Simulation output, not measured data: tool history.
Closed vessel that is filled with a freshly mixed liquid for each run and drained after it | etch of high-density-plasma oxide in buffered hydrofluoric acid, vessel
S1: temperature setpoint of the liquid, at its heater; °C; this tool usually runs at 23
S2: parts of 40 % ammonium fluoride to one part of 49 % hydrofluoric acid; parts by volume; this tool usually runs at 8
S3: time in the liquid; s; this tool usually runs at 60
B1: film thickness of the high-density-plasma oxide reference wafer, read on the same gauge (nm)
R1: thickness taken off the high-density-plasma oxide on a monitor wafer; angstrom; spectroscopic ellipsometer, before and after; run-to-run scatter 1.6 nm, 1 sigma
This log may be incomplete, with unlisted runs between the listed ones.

| run | hour | S1 | S2 | S3 | B1 | R1 |
|---|---|---|---|---|---|---|
| 1 | 0 | 23 | 8 | 60 | 119.99 | 1850.6 |
| 2 | 67.4 | 23 | 8 | 60 | 120 | 1735.7 |
| 3 | 125.6 | 23 | 8 | 45 | 119.98 | 1326.8 |
| 4 | 167.4 | 23 | 8 | 45 | 120.01 | 1321.9 |
| 5 | 217 | 23 | 8 | 45 | 119.98 | 1344.9 |
| 6 | 267.2 | 23 | 8 | 60 | 120.01 | 1777.7 |
| 7 | 305.4 | 23 | 8 | 60 | 119.94 | 1805.1 |
| 8 | 348.2 | 23 | 8 | 60 | 120 | 1827.7 |
| 9 | 417.9 | 23 | 8 | 60 | 120.02 | 1833.9 |
| 10 | 459.8 | 23 | 8 | 60 | 120.01 | 1856.3 |
| 11 | 486.9 | 23 | 8 | 80 | 119.98 | 2456.7 |
| 12 | 517.6 | 23 | 8.5 | 40 | 120.05 | 1071.5 |
| 13 | 563.9 | 23 | 8.5 | 40 | 120.02 | 1103.8 |
| 14 | 622.1 | 23 | 9 | 60 | 119.98 | 1580.3 |
| 15 | 668.7 | 23 | 9 | 60 | 120.02 | 1573 |
| 16 | 704 | 25.5 | 10.5 | 50 | 119.98 | 1341.2 |
| 17 | 729.8 | 23 | 8 | 60 | 120.03 | 1799.6 |
| 18 | 792.6 | 27 | 8 | 85 | 120 | 3273.4 |
| 19 | 820.4 | 23 | 8 | 40 | 120.02 | 1202.7 |
| 20 | 850.6 | 23 | 9.5 | 70 | 119.96 | 1808 |
| 21 | 892.6 | 23 | 8 | 60 | 119.98 | 1850.5 |
| 22 | 956.3 | 23 | 8 | 60 | 120.05 | 1741.4 |
| 23 | 1005 | 23 | 8 | 60 | 119.99 | 1765 |
| 24 | 1036.9 | 21.5 | 10 | 50 | 120.03 | 1109.7 |
| 25 | 1069.4 | 25 | 9.5 | 70 | 120 | 1929.5 |
| 26 | 1137.5 | 26 | 6 | 35 | 120 | 1618.5 |
| 27 | 1199.5 | 20 | 11 | 60 | 120 | 1172 |
| 28 | 1229.5 | 23 | 11 | 60 | 120.03 | 1350.8 |
| 29 | 1276.3 | 23 | 8 | 60 | 120.01 | 1861.7 |
| 30 | 1341.3 | 19.5 | 5.5 | 90 | 119.97 | 3240.3 |

Missing from the log above: 5 entries noted between runs. For each, name the pair of listed runs it sits between and say how the tool's hidden condition differs from the listed run just before to the listed run just after:
Runs 1 to 2: hydrofluoric acid flow meter replaced (hour 50.9)
  hydrofluoric acid flow above the setpoint (%): 6.47 -> 0.562
  measured result minus the result with no hidden state, R1: +121.3 -> +10.5 angstrom
Runs 11 to 12: hydrofluoric acid flow meter replaced (hour 512.2)
  hydrofluoric acid flow above the setpoint (%): 7.69 -> 0.615
  measured result minus the result with no hidden state, R1: +189.1 -> +7.1 angstrom
Runs 17 to 18: thermometer replaced (hour 738.9)
  hydrofluoric acid flow above the setpoint (%): 4.22 -> 5.29
  measured result minus the result with no hidden state, R1: +78.7 -> +177.4 angstrom
Runs 21 to 22: hydrofluoric acid flow meter replaced (hour 932.4)
  hydrofluoric acid flow above the setpoint (%): 6.99 -> 0.532
  measured result minus the result with no hidden state, R1: +130.5 -> +9.9 angstrom
Runs 23 to 24: gauge calibrated (hour 1008.4)
  hydrofluoric acid flow above the setpoint (%): 1.36 -> 1.9
  measured result minus the result with no hidden state, R1: +25.5 -> +13.1 angstrom

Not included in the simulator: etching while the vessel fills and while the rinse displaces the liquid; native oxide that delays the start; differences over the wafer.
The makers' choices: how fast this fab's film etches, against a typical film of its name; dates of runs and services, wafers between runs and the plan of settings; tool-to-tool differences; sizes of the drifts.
